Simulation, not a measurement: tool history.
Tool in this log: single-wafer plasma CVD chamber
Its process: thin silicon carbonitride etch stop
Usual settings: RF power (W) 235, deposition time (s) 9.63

run	day	RF power (W)	deposition time (s)	read-back reference wafer on the same gauge, thickness_nm	mean film thickness on the monitor wafer (angstrom)
1	0.000	260	9.63	6.939	58.93
2	0.354	260	9.63	6.938	58.98
3	1.067	270	9.63	6.941	59.68
4	1.783	235	9.63	6.944	57.05
5	2.088	235	9.63	6.942	56.98
6	2.771	235	9.63	6.943	57.03
7	3.429	215	9.63	6.938	55.51
8	3.829	235	9.63	6.942	57.16
9	4.183	235	9.63	6.940	57.26
10	4.888	235	9.63	6.937	57.05
11	6.712	235	9.63	6.937	57.10
12	7.371	235	9.63	6.933	57.00
# day 8.725: thermocouple changed; heater temperature recalibrated
# day 9.025: RF generator calibrated
# day 9.117: gauge calibrated
# day 9.529: showerhead replaced
13	9.550	250	9.63	6.939	59.74
14	10.038	250	9.63	6.933	59.65
15	10.762	250	9.63	6.940	59.71
16	11.229	200	8.48	6.940	48.65
17	11.533	235	9.63	6.945	58.55
18	12.204	235	9.63	6.944	58.23
19	12.833	260	9.63	6.943	60.40
20	13.358	235	9.63	6.942	58.20
21	13.621	275	8.73	6.938	55.47
22	14.333	235	9.63	6.933	58.43
23	15.017	235	10.27	6.944	62.09
24	15.292	190	9.12	6.940	51.45
25	15.629	235	9.63	6.938	58.28
26	16.125	235	9.63	6.939	58.15
27	16.479	270	7.96	6.933	50.31
28	17.746	195	10.19	6.942	57.79
29	18.362	235	8.22	6.942	49.62
30	18.821	205	10.96	6.943	63.23
31	19.325	220	9.63	6.943	56.79
32	19.938	210	9.63	6.944	55.87
33	20.583	235	9.63	6.938	58.04
34	20.996	255	7.94	6.936	49.11
35	21.688	255	11.37	6.940	70.38

Had the tool no unlogged condition, and each run kept its random variation, what would the results have been?
Hidden state present: wafer temperature above the value expected at the setpoint (K); delivered RF power above the setpoint (%); gauge reads high (%).
run	mean film thickness on the monitor wafer (angstrom)
1	60.54
2	60.60
3	61.31
4	58.62
5	58.54
6	58.61
7	57.04
8	58.74
9	58.85
10	58.63
11	58.70
12	58.59
13	59.90
14	59.83
15	59.93
16	48.85
17	58.80
18	58.51
19	60.72
20	58.52
21	55.79
22	58.80
23	62.51
24	51.81
25	58.70
26	58.59
27	50.71
28	58.29
29	50.07
30	63.82
31	57.34
32	56.43
33	58.64
34	49.63
35	71.17
